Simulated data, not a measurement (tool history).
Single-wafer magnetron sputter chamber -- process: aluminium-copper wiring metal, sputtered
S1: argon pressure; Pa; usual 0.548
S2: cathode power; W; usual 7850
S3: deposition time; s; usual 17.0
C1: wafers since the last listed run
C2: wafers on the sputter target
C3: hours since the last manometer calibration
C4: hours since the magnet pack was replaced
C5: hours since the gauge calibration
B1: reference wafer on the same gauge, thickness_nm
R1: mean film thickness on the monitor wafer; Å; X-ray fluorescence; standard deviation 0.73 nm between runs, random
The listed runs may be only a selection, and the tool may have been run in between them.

run   hour     S1    S2    S3    C1    C2      C3       C4     C5       B1       R1
  1    0.0  0.548  7850  17.0     0   312  1525.1  10333.3  354.0  208.227  1961.89
      23.7  -- gauge calibrated
  2   31.0  0.548  7850  17.0   923  1236  1556.1  10364.3    7.3  207.719  1960.46
  3   46.8  0.548  7850  17.0   470  1707  1571.9  10380.1   23.1  208.087  1960.67
  4   79.2  0.548  7850  17.0   965  2673  1604.3  10412.5   55.5  208.098  1972.58
  5  113.7  0.548  7850  17.0  1028  3701  1638.8  10447.0   90.0  207.941  1942.09
  6  147.1  0.548  7850  17.0   995  4697  1672.2  10480.4  123.4  207.998  1943.83
  7  212.6  0.548  7850  15.3  1952  6649  1737.7  10545.9  188.9  207.900  1734.11
  8  238.1  0.548  7850  15.3   760  7409  1763.2  10571.4  214.4  207.638  1730.19
     251.3  -- sputter target and shields replaced
  9  273.5  0.460  7850  17.0   816   660  1798.6  10606.8  249.8  207.785  2145.63
 10  291.4  0.548  7850  17.0   533  1194  1816.5  10624.7  267.7  208.061  1956.16
 11  322.5  0.548  9200  15.9   926  2121  1847.6  10655.8  298.8  207.569  2143.68
     340.8  -- gauge calibrated
     350.8  -- capacitance manometer re-zeroed and calibrated
 12  351.3  0.548  7850  15.3   619  2741     0.5  10684.6   10.5  207.933  1867.77
     367.0  -- magnet pack replaced
 13  377.7  0.353  7850  18.6   548  3289    26.9     10.7   36.9  208.081  2712.70
 14  401.8  0.673  8350  19.7   718  4007    51.0     34.8   61.0  208.080  2279.45

Estimate the outcome of run 15 from the log above:
     485.7  -- sputter target and shields replaced
 15  492.2  0.548  7850  15.3  2455  194  141.4  125.2  151.4   ?   ?

{"run 15": {"B1": 207.903, "R1": 1851.83}}
The same run, on a tool lacking any hidden state, would have yielded R1 1895.16 Å.

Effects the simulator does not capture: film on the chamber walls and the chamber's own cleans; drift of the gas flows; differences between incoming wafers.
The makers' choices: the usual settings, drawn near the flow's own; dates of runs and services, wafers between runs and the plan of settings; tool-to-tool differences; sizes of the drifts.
